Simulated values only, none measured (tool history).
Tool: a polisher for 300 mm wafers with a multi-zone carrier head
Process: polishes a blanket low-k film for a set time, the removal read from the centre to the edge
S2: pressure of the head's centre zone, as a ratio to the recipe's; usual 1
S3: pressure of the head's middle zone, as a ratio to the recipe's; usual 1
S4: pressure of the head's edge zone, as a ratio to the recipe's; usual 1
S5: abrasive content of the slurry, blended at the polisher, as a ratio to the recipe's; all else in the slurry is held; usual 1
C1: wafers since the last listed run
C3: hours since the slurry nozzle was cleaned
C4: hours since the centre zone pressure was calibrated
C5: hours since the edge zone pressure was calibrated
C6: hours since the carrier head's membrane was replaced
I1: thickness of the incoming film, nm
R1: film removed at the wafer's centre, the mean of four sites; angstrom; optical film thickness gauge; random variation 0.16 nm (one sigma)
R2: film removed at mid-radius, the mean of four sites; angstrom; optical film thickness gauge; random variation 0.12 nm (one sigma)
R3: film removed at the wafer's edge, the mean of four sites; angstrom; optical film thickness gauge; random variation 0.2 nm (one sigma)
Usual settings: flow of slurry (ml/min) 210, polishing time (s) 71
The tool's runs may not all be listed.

Run 1, hour 0: usual settings; C1 0; wafers polished on this pad 4; C3 48.3; C4 982.9; C5 690.6; C6 1817.4; I1 705.8. Result: R1 155 angstrom, R2 151 angstrom, R3 151 angstrom.
Run 2, hour 21.3: usual settings but S3 0.97; C1 206; wafers polished on this pad 210; C3 69.6; C4 1004.2; C5 711.9; C6 1838.7; I1 700.4. Result: R1 151 angstrom, R2 146 angstrom, R3 149 angstrom.
At hour 30.8: carrier head's membrane replaced by a new one.
Run 3, hour 45.5: usual settings but flow of slurry (ml/min) 165; C1 185; wafers polished on this pad 396; C3 93.8; C4 1028.4; C5 736.1; C6 14.7; I1 709.4. Result: R1 144 angstrom, R2 145 angstrom, R3 143 angstrom.
Run 4, hour 70.2: usual settings but flow of slurry (ml/min) 165; C1 238; wafers polished on this pad 635; C3 118.5; C4 1053.1; C5 760.8; C6 39.4; I1 705.9. Result: R1 149 angstrom, R2 146 angstrom, R3 147 angstrom.
Run 5, hour 94.3: usual settings but flow of slurry (ml/min) 165; C1 233; wafers polished on this pad 868; C3 142.6; C4 1077.2; C5 784.9; C6 63.5; I1 706.4. Result: R1 149 angstrom, R2 145 angstrom, R3 145 angstrom.
Run 6, hour 118.2: usual settings but S2 1.07, S3 0.91, S4 0.95, S5 0.9; C1 231; wafers polished on this pad 1099; C3 166.5; C4 1101.1; C5 808.8; C6 87.4; I1 707.7. Result: R1 150 angstrom, R2 131 angstrom, R3 139 angstrom.
Run 7, hour 151.3: usual settings but S2 0.91; C1 320; wafers polished on this pad 1420; C3 199.6; C4 1134.2; C5 841.9; C6 120.5; I1 713. Result: R1 145 angstrom, R2 152 angstrom, R3 148 angstrom.
Run 8, hour 177.7: usual settings but flow of slurry (ml/min) 145, S5 1.3, polishing time (s) 84; C1 255; wafers polished on this pad 1675; C3 226; C4 1160.6; C5 868.3; C6 146.9; I1 703.5. Result: R1 191 angstrom, R2 190 angstrom, R3 190 angstrom.
Run 9, hour 202.6: usual settings; C1 240; wafers polished on this pad 1916; C3 250.9; C4 1185.5; C5 893.2; C6 171.8; I1 707.7. Result: R1 157 angstrom, R2 153 angstrom, R3 150 angstrom.
At hour 213.8: worn pad replaced by a new one, of another model than before.
Run 10, hour 215.7: usual settings but flow of slurry (ml/min) 150, S4 0.95; C1 88; wafers polished on this pad 18; C3 264; C4 1198.6; C5 906.3; C6 184.9; I1 703.5. Result: R1 148 angstrom, R2 145 angstrom, R3 143 angstrom.
Run 11, hour 244.9: usual settings but flow of slurry (ml/min) 185, S3 1.12; C1 282; wafers polished on this pad 300; C3 293.2; C4 1227.8; C5 935.5; C6 214.1; I1 712.7. Result: R1 152 angstrom, R2 166 angstrom, R3 148 angstrom.
Run 12, hour 266.8: usual settings; C1 211; wafers polished on this pad 512; C3 315.1; C4 1249.7; C5 957.4; C6 236; I1 702.1. Result: R1 158 angstrom, R2 152 angstrom, R3 150 angstrom.
Run 13, hour 279.9: usual settings; C1 126; wafers polished on this pad 639; C3 328.2; C4 1262.8; C5 970.5; C6 249.1; I1 700.2. Result: R1 155 angstrom, R2 152 angstrom, R3 149 angstrom.
Run 14, hour 294.8: usual settings but S2 1.12, S4 0.96; C1 144; wafers polished on this pad 783; C3 343.1; C4 1277.7; C5 985.4; C6 264; I1 717.5. Result: R1 167 angstrom, R2 152 angstrom, R3 147 angstrom.
Run 15, hour 314: usual settings but S4 0.97, polishing time (s) 47; C1 185; wafers polished on this pad 969; C3 362.3; C4 1296.9; C5 1004.6; C6 283.2; I1 696.9. Result: R1 103 angstrom, R2 101 angstrom, R3 100 angstrom.
At hour 316.6: centre zone pressure recalibrated.
Run 16, hour 359.4: usual settings but S4 0.91, S5 0.9; C1 419; wafers polished on this pad 1389; C3 407.7; C4 42.8; C5 1050; C6 328.6; I1 699.3. Result: R1 138 angstrom, R2 140 angstrom, R3 133 angstrom.
At hour 385: edge zone pressure recalibrated.
At hour 392: worn pad replaced by a new one.
Run 17, hour 392.5: usual settings but S3 0.89, S4 0.89; C1 262; wafers polished on this pad 5; C3 440.8; C4 75.9; C5 7.5; C6 361.7; I1 713.9. Result: R1 148 angstrom, R2 138 angstrom, R3 142 angstrom.
Run 18, hour 464.3: usual settings but flow of slurry (ml/min) 270, polishing time (s) 88; C1 694; wafers polished on this pad 699; C3 512.6; C4 147.7; C5 79.3; C6 433.5; I1 704. Result: R1 188 angstrom, R2 194 angstrom, R3 189 angstrom.
Run 19, hour 482.3: usual settings; C1 174; wafers polished on this pad 873; C3 530.6; C4 165.7; C5 97.3; C6 451.5; I1 710.5. Result: R1 150 angstrom, R2 154 angstrom, R3 149 angstrom.
Run 20, hour 565.6: usual settings; C1 805; wafers polished on this pad 1679; C3 613.9; C4 249; C5 180.6; C6 534.8; I1 701.9. Result: R1 149 angstrom, R2 151 angstrom, R3 147 angstrom.
Run 21, hour 585.3: usual settings; C1 190; wafers polished on this pad 1870; C3 633.6; C4 268.7; C5 200.3; C6 554.5; I1 721.8. Result: R1 150 angstrom, R2 152 angstrom, R3 151 angstrom.
At hour 618.6: worn pad replaced by a new one.
Run 22, hour 619.1: usual settings but flow of slurry (ml/min) 240, S2 0.92, S5 1.15, polishing time (s) 51; C1 288; wafers polished on this pad 5; C3 667.4; C4 302.5; C5 234.1; C6 588.3; I1 708.8. Result: R1 112 angstrom, R2 120 angstrom, R3 118 angstrom.
Run 23, hour 631.5: usual settings; C1 119; wafers polished on this pad 125; C3 679.8; C4 314.9; C5 246.5; C6 600.7; I1 704.7. Result: R1 145 angstrom, R2 153 angstrom, R3 148 angstrom.

The tool's hidden state at each run:
removal rate lost through wear of the pad, %: 0 in every run
slurry flow missing at the pad, %: 0 in every run
deviation of the edge zone's pressure from its setpoint, %: 0 in every run
H1: deviation of the centre zone's pressure from its setpoint, %
run     H1
  1    7.4
  2   7.59
  3    7.8
  4   8.02
  5   8.23
  6   8.45
  7   8.74
  8   8.97
  9   9.19
 10   9.31
 11   9.57
 12   9.76
 13   9.88
 14     10
 15   10.2
 16  0.665
 17  0.959
 18    1.6
 19   1.75
 20   2.49
 21   2.67
 22   2.97
 23   3.08
